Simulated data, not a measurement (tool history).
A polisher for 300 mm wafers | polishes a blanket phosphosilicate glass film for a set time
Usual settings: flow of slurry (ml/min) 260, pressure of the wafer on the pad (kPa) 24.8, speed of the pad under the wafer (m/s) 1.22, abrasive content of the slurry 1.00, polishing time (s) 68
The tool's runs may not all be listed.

run	day	flow of slurry (ml/min)	pressure of the wafer on the pad (kPa)	speed of the pad under the wafer (m/s)	abrasive content of the slurry	polishing time (s)	wafers since the last listed run	wafers polished on this pad	hours since the slurry nozzle was cleaned	hours since the head pressure was calibrated	hours since the slurry blender was calibrated	hours since the conditioning disc was replaced	incoming thickness of the incoming film, nm	film removed (nm)
1	0.000	260	24.8	1.22	1.00	68	0	241	651.5	1299.0	103.7	84.9	2186.3	652.0
2	0.367	260	24.8	1.32	1.00	68	77	319	660.3	1307.8	112.5	93.7	2210.6	695.1
3	1.008	260	24.8	1.32	1.00	68	136	455	675.7	1323.2	127.9	109.1	2191.6	656.9
# day 1.300: slurry blender recalibrated
4	1.592	260	24.8	1.32	1.00	68	106	561	689.7	1337.2	7.0	123.1	2200.1	647.2
5	1.850	225	24.8	1.22	1.00	68	54	616	695.9	1343.4	13.2	129.3	2211.5	599.5
6	2.246	225	24.8	1.22	1.00	68	83	700	705.4	1352.9	22.7	138.8	2166.1	591.4
# day 2.754: conditioning disc replaced and pad reconditioned
7	2.983	260	24.8	1.22	1.00	68	138	839	723.1	1370.6	40.4	5.5	2188.3	614.7
8	3.288	260	24.8	1.10	1.00	68	64	903	730.4	1377.9	47.7	12.8	2208.7	559.9
# day 4.142: head pressure recalibrated
9	4.738	320	24.8	1.22	1.00	68	289	1193	765.2	14.3	82.5	47.6	2169.1	624.1
10	5.029	260	24.8	1.22	1.00	68	61	1255	772.2	21.3	89.5	54.6	2196.1	593.9
11	5.325	260	24.8	1.22	0.75	49	62	1318	779.3	28.4	96.6	61.7	2183.7	355.4
# day 5.917: worn pad replaced by a new one
12	6.038	260	24.8	1.22	1.00	68	115	25	796.4	45.5	113.7	78.8	2199.9	673.4
13	7.696	260	24.8	1.10	1.00	52	351	377	836.2	85.3	153.5	118.6	2184.7	451.4
14	8.333	260	24.8	1.22	1.00	68	135	512	851.5	100.6	168.8	133.9	2170.0	633.7
# day 8.571: slurry blender recalibrated
# day 8.975: slurry nozzle cleaned
# day 9.042: conditioning disc replaced and pad reconditioned
15	9.062	260	24.8	1.22	1.00	59	114	626	2.1	118.1	11.8	0.5	2198.3	536.1
16	9.542	260	24.8	1.22	1.00	68	101	728	13.6	129.6	23.3	12.0	2166.8	603.2
17	10.217	260	24.8	1.12	1.00	80	143	871	29.8	145.8	39.5	28.2	2229.2	675.6
18	10.642	330	32.4	1.50	1.00	91	90	961	40.0	156.0	49.7	38.4	2186.2	1249.6
19	11.175	260	24.8	1.22	1.00	68	113	1074	52.8	168.8	62.5	51.2	2191.0	603.8
20	11.808	260	24.8	1.22	1.00	68	134	1209	68.0	184.0	77.7	66.4	2197.2	607.7
21	12.512	310	24.8	1.22	1.30	77	149	1358	84.9	200.9	94.6	83.3	2152.1	808.4
22	12.992	290	24.8	1.22	1.00	68	101	1460	96.4	212.4	106.1	94.8	2177.8	617.0
# day 13.221: worn pad replaced by a new one
23	13.500	325	24.8	1.22	0.75	68	72	58	108.6	224.6	118.3	107.0	2191.8	568.5
24	13.792	205	27.6	1.22	1.00	68	61	120	115.6	231.6	125.3	114.0	2235.1	714.2
25	14.533	260	24.8	1.22	1.00	59	157	277	133.4	249.4	143.1	131.8	2184.9	561.3
26	15.154	260	24.8	1.22	1.00	68	131	409	148.3	264.3	158.0	146.7	2211.0	627.5
# day 15.262: slurry blender recalibrated
27	15.779	305	24.8	1.22	1.00	68	114	524	163.3	279.3	12.4	161.7	2181.7	642.5

Forecast each of these 3 alternatives for the next run:
A	15.796	350	24.8	1.22	1.00	68	3	528	163.7	279.7	12.8	162.1	2154.6	?
B	15.796	260	24.8	1.22	0.90	75	3	528	163.7	279.7	12.8	162.1	2154.6	?
C	15.796	295	29.0	1.08	1.00	68	3	528	163.7	279.7	12.8	162.1	2154.6	?

run	film removed (nm)
A	659.9
B	655.9
C	692.1
Without the tool's hidden state the same runs would have given:
run	film removed (nm)
A	726.8
B	722.4
C	762.3

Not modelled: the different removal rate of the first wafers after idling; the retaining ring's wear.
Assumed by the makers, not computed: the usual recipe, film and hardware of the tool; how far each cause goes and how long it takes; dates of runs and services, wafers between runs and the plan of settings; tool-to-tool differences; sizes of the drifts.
